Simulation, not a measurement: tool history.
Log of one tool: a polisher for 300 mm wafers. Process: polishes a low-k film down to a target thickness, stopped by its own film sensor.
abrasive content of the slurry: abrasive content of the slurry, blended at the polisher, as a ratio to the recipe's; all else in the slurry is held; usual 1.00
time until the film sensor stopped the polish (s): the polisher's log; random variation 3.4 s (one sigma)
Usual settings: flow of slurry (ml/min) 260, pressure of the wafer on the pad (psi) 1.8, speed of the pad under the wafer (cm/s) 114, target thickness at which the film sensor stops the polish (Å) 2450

run     day  flow of slurry (ml/min)  pressure of the wafer on the pad (psi)  speed of the pad under the wafer (cm/s)  abrasive content of the slurry  target thickness at which the film sensor stops the polish (Å)  incoming thickness of the incoming film, nm  time until the film sensor stopped the polish (s)
  1   0.000                      320                                     2.2                                      114                            1.00                                                            2450                                        306.6                                              130.9
  2   3.404                      260                                     1.8                                      114                            1.00                                                            2450                                        311.1                                              173.1
  3   5.475                      260                                     1.8                                      114                            0.90                                                            2390                                        312.0                                              203.4
      8.058  -- worn pad replaced by a new one
      8.521  -- conditioning disc replaced and pad reconditioned
  4   9.462                      260                                     1.8                                      114                            1.00                                                            2450                                        309.3                                              172.9
  5  12.154                      330                                     1.5                                       76                            0.75                                                            2450                                        314.5                                              315.5
  6  15.079                      260                                     2.2                                      114                            1.00                                                            2450                                        312.8                                              150.2
  7  17.983                      260                                     2.1                                      114                            1.00                                                            2450                                        312.3                                              152.9
  8  19.488                      260                                     1.8                                      152                            1.00                                                            2450                                        308.7                                              143.9
     20.979  -- head pressure recalibrated
     22.304  -- slurry nozzle cleaned
  9  22.325                      210                                     1.8                                      138                            0.75                                                            2450                                        307.8                                              171.0
     25.142  -- slurry blender recalibrated
 10  26.521                      260                                     1.8                                       98                            1.25                                                            2450                                        309.7                                              172.1
 11  28.129                      290                                     1.8                                      154                            0.90                                                            2650                                        307.4                                               95.4
 12  31.479                      260                                     2.2                                      146                            1.25                                                            2670                                        304.5                                               64.7
 13  35.042                      260                                     1.8                                      134                            1.00                                                            2450                                        307.6                                              152.2
     37.125  -- conditioning disc replaced and pad reconditioned
 14  39.388                      305                                     1.3                                      114                            1.00                                                            2250                                        303.0                                              285.1
     40.583  -- worn pad replaced by a new one
 15  42.942                      345                                     1.8                                      114                            1.00                                                            2270                                        309.9                                              218.0
 16  45.779                      345                                     1.8                                      114                            1.20                                                            2450                                        310.6                                              159.5
 17  50.104                      335                                     1.8                                      140                            1.15                                                            2450                                        314.9                                              154.6
     51.462  -- slurry blender recalibrated
     51.512  -- head pressure recalibrated
 18  53.688                      260                                     1.8                                      114                            1.00                                                            2450                                        312.1                                              183.0
     54.912  -- slurry nozzle cleaned
 19  57.217                      190                                     1.8                                      114                            1.20                                                            2450                                        316.3                                              187.7
 20  59.017                      260                                     1.8                                       88                            0.80                                                            2240                                        310.6                                              288.3
 21  60.729                      260                                     1.8                                      114                            1.00                                                            2630                                        314.6                                              137.6
 22  64.238                      260                                     1.5                                      114                            1.00                                                            2450                                        314.6                                              215.9

Run 23 comes next. What will it give?
 23  68.217                      260                                     1.8                                      114                            1.00                                                            2280                                        313.6                                                  ?

time until the film sensor stopped the polish (s): 224.9
Without the tool's hidden state the same run would have given time until the film sensor stopped the polish (s) 224.9.
